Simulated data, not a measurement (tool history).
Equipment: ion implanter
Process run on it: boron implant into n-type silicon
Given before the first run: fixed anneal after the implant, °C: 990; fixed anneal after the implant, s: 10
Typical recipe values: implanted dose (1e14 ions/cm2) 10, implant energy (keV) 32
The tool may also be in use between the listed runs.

run   hour  implanted dose (1e14 ions/cm2)  implant energy (keV)  wafers since the last listed run  hours since the last dose calibration  hours since the extraction supply was calibrated  hours since the gauge calibration  read-back reference wafer on the same gauge, sheet resistance  sheet resistance of the implanted and annealed layer (ohm/square)
  1      0                              10                    32                                 0                                 1217.9                                              3179                               38.2                                                         118.87                                                              120.6
  2    8.8                              10                    32                               159                                 1226.7                                            3187.8                                 47                                                            119                                                             120.44
  3   49.9                              10                    32                               744                                 1267.8                                            3228.9                               88.1                                                          118.9                                                             120.31
  4   67.3                              10                    32                               314                                 1285.2                                            3246.3                              105.5                                                         118.99                                                              120.1
  5   76.2                              10                    32                               161                                 1294.1                                            3255.2                              114.4                                                         118.94                                                             119.89
  6   90.5                              10                    32                               258                                 1308.4                                            3269.5                              128.7                                                          119.1                                                             120.08
  7   99.1                              10                    32                               155                                   1317                                            3278.1                              137.3                                                            119                                                             120.86
  8  112.7                              10                    32                               246                                 1330.6                                            3291.7                              150.9                                                         119.04                                                             120.63
  9  126.1                              10                    32                               242                                   1344                                            3305.1                              164.3                                                         118.96                                                             120.34
 10  143.3                              10                    32                               311                                 1361.2                                            3322.3                              181.5                                                         119.04                                                              120.7
     156.9  -- extraction supply calibrated
 11  157.4                              10                    32                               110                                 1375.3                                               0.5                              195.6                                                         119.08                                                             120.44
 12  163.7                           11.55                  28.5                               114                                 1381.6                                               6.8                              201.9                                                         119.03                                                             108.22
 13  176.2                           12.32                    32                               226                                 1394.1                                              19.3                              214.4                                                         119.04                                                             102.38
 14  192.3                           12.32                    32                               291                                 1410.2                                              35.4                              230.5                                                         119.13                                                             102.93
 15  210.2                             9.2                    26                               324                                 1428.1                                              53.3                              248.4                                                         118.96                                                             131.41
 16  224.2                           12.74                    36                               253                                 1442.1                                              67.3                              262.4                                                         119.07                                                              99.94
 17  240.7                              10                    32                               298                                 1458.6                                              83.8                              278.9                                                         119.08                                                             120.59
 18  247.4                            7.79                    21                               121                                 1465.3                                              90.5                              285.6                                                         118.92                                                             152.68
 19  254.5                             9.2                    24                               128                                 1472.4                                              97.6                              292.7                                                          118.9                                                             131.71
 20  264.2                            7.58                    21                               175                                 1482.1                                             107.3                              302.4                                                         119.17                                                             155.95
     272.2  -- gauge calibrated
     276.8  -- Faraday cup replaced and dose calibrated
 21  277.6                              10                    32                                97                                    0.8                                             120.7                                5.4                                                         118.97                                                             115.58
 22  284.2                            8.89                    36                               119                                    7.4                                             127.3                                 12                                                         119.09                                                             126.17
 23  298.7                            8.84                  39.5                               262                                   21.9                                             141.8                               26.5                                                            119                                                             126.54
 24  315.9                           10.86                    40                               311                                   39.1                                               159                               43.7                                                         119.07                                                             107.53
 25  333.7                           12.99                  40.5                               322                                   56.9                                             176.8                               61.5                                                         119.01                                                              94.03
 26  344.9                             9.2                    24                               202                                   68.1                                               188                               72.7                                                         118.91                                                             125.98
 27  355.7                           11.68                    23                               195                                   78.9                                             198.8                               83.5                                                          118.9                                                             105.12
 28  371.6                            7.79                    21                               287                                   94.8                                             214.7                               99.4                                                         118.92                                                             145.88

Selected run-to-run steps in sheet resistance of the implanted and annealed layer (ohm/square), each split into two signed amounts: the part the tool would show with no hidden state at all (from settings, incoming material and random variation), and the remainder, which goes to the hidden state together with any gauge scatter not common to the measured and the hidden-state-free results:
Hidden state present: deviation of the true dose from the Faraday cup's reading, %; deviation of the true energy from its setpoint, %; gauge reads high (%).
Run 15 -> 16: implanted dose (1e14 ions/cm2) 9.2 -> 12.74, implant energy (keV) 26 -> 36. sheet resistance of the implanted and annealed layer (ohm/square) -31.47: hidden state -1.95, all else -29.52.
Run 20 -> 21: implanted dose (1e14 ions/cm2) 7.58 -> 10, implant energy (keV) 21 -> 32, gauge calibrated, Faraday cup replaced and dose calibrated. sheet resistance of the implanted and annealed layer (ohm/square) -40.37: hidden state -7.98, all else -32.39.
Run 27 -> 28: implanted dose (1e14 ions/cm2) 11.68 -> 7.79, implant energy (keV) 23 -> 21. sheet resistance of the implanted and annealed layer (ohm/square) +40.76: hidden state +0.23, all else +40.53.
